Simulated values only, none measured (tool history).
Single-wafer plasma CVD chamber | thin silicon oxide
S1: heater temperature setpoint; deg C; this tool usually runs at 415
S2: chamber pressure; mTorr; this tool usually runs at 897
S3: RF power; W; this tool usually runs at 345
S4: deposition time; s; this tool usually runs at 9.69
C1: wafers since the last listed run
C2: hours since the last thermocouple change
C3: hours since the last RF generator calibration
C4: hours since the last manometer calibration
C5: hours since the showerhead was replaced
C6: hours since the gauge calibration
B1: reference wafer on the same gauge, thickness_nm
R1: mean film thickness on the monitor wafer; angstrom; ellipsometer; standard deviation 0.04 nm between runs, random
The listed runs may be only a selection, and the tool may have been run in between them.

run 1 hour=0 | S1=415 S2=897 S3=320 S4=9.69 | C1=0 C2=2657.5 C3=1379.2 C4=2788.9 C5=4154.2 C6=201.3 | B1=15.301 | R1=173.58
run 2 hour=25.8 | S1=415 S2=897 S3=300 S4=9.69 | C1=653 C2=2683.3 C3=1405 C4=2814.7 C5=4180 C6=227.1 | B1=15.293 | R1=168.12
run 3 hour=41.3 | S1=415 S2=897 S3=345 S4=9.69 | C1=392 C2=2698.8 C3=1420.5 C4=2830.2 C5=4195.5 C6=242.6 | B1=15.281 | R1=178.53
run 4 hour=75.5 | S1=415 S2=752 S3=345 S4=9.69 | C1=865 C2=2733 C3=1454.7 C4=2864.4 C5=4229.7 C6=276.8 | B1=15.31 | R1=154.1
run 5 hour=98.5 | S1=415 S2=897 S3=315 S4=10.44 | C1=582 C2=2756 C3=1477.7 C4=2887.4 C5=4252.7 C6=299.8 | B1=15.303 | R1=184.58
-- hour=138.6 showerhead replaced
run 6 hour=139.1 | S1=415 S2=897 S3=305 S4=9.69 | C1=825 C2=2796.6 C3=1518.3 C4=2928 C5=0.5 C6=340.4 | B1=15.295 | R1=169.74
run 7 hour=157.1 | S1=415 S2=897 S3=305 S4=9.69 | C1=455 C2=2814.6 C3=1536.3 C4=2946 C5=18.5 C6=358.4 | B1=15.302 | R1=170
run 8 hour=169.9 | S1=415 S2=897 S3=345 S4=9.16 | C1=324 C2=2827.4 C3=1549.1 C4=2958.8 C5=31.3 C6=371.2 | B1=15.303 | R1=168.34
run 9 hour=200.6 | S1=415 S2=897 S3=345 S4=9.16 | C1=777 C2=2858.1 C3=1579.8 C4=2989.5 C5=62 C6=401.9 | B1=15.297 | R1=168.37
run 10 hour=218.6 | S1=422 S2=701 S3=385 S4=11.55 | C1=455 C2=2876.1 C3=1597.8 C4=3007.5 C5=80 C6=419.9 | B1=15.307 | R1=179.54
run 11 hour=244.1 | S1=415 S2=684 S3=385 S4=9.69 | C1=645 C2=2901.6 C3=1623.3 C4=3033 C5=105.5 C6=445.4 | B1=15.294 | R1=147.37
-- hour=265 gauge calibrated
run 12 hour=276.4 | S1=427 S2=717 S3=345 S4=9.69 | C1=817 C2=2933.9 C3=1655.6 C4=3065.3 C5=137.8 C6=11.4 | B1=15.306 | R1=146
-- hour=302.8 thermocouple changed; heater temperature recalibrated
-- hour=319 RF generator calibrated
run 13 hour=320.2 | S1=415 S2=897 S3=345 S4=9.69 | C1=703 C2=17.4 C3=1.2 C4=3109.1 C5=181.6 C6=55.2 | B1=15.293 | R1=177.81
-- hour=349.6 capacitance manometer re-zeroed and calibrated
run 14 hour=350.1 | S1=409 S2=1084 S3=315 S4=8.52 | C1=554 C2=47.3 C3=31.1 C4=0.5 C5=211.5 C6=85.1 | B1=15.298 | R1=180.06
run 15 hour=357.4 | S1=415 S2=897 S3=310 S4=8.44 | C1=184 C2=54.6 C3=38.4 C4=7.8 C5=218.8 C6=92.4 | B1=15.311 | R1=154.37
run 16 hour=393.3 | S1=415 S2=897 S3=345 S4=9.69 | C1=908 C2=90.5 C3=74.3 C4=43.7 C5=254.7 C6=128.3 | B1=15.283 | R1=185.88
run 17 hour=424.1 | S1=415 S2=897 S3=345 S4=8.29 | C1=779 C2=121.3 C3=105.1 C4=74.5 C5=285.5 C6=159.1 | B1=15.293 | R1=159
run 18 hour=438.4 | S1=407 S2=1107 S3=290 S4=8.99 | C1=362 C2=135.6 C3=119.4 C4=88.8 C5=299.8 C6=173.4 | B1=15.313 | R1=185.1
run 19 hour=450.4 | S1=415 S2=897 S3=345 S4=9.69 | C1=303 C2=147.6 C3=131.4 C4=100.8 C5=311.8 C6=185.4 | B1=15.295 | R1=186.38

4 options for the next run, each taken on its own from the tool as it stands now. Forecast them:
run A hour=450.8 | S1=415 S2=897 S3=345 S4=9.69 | C1=10 C2=148 C3=131.8 C4=101.2 C5=312.2 C6=185.8 | B1=? | R1=?
run B hour=450.8 | S1=415 S2=815 S3=345 S4=9.69 | C1=10 C2=148 C3=131.8 C4=101.2 C5=312.2 C6=185.8 | B1=? | R1=?
run C hour=450.8 | S1=429 S2=897 S3=365 S4=9.69 | C1=10 C2=148 C3=131.8 C4=101.2 C5=312.2 C6=185.8 | B1=? | R1=?
run D hour=450.8 | S1=415 S2=971 S3=345 S4=9.69 | C1=10 C2=148 C3=131.8 C4=101.2 C5=312.2 C6=185.8 | B1=? | R1=?

run=A B1=15.299 R1=186.25
run=B B1=15.299 R1=173.24
run=C B1=15.299 R1=188.7
run=D B1=15.299 R1=197.6
With no hidden state in the tool, these same runs would have given:
run=A R1=188.82
run=B R1=175.93
run=C R1=191.3
run=D R1=200.33

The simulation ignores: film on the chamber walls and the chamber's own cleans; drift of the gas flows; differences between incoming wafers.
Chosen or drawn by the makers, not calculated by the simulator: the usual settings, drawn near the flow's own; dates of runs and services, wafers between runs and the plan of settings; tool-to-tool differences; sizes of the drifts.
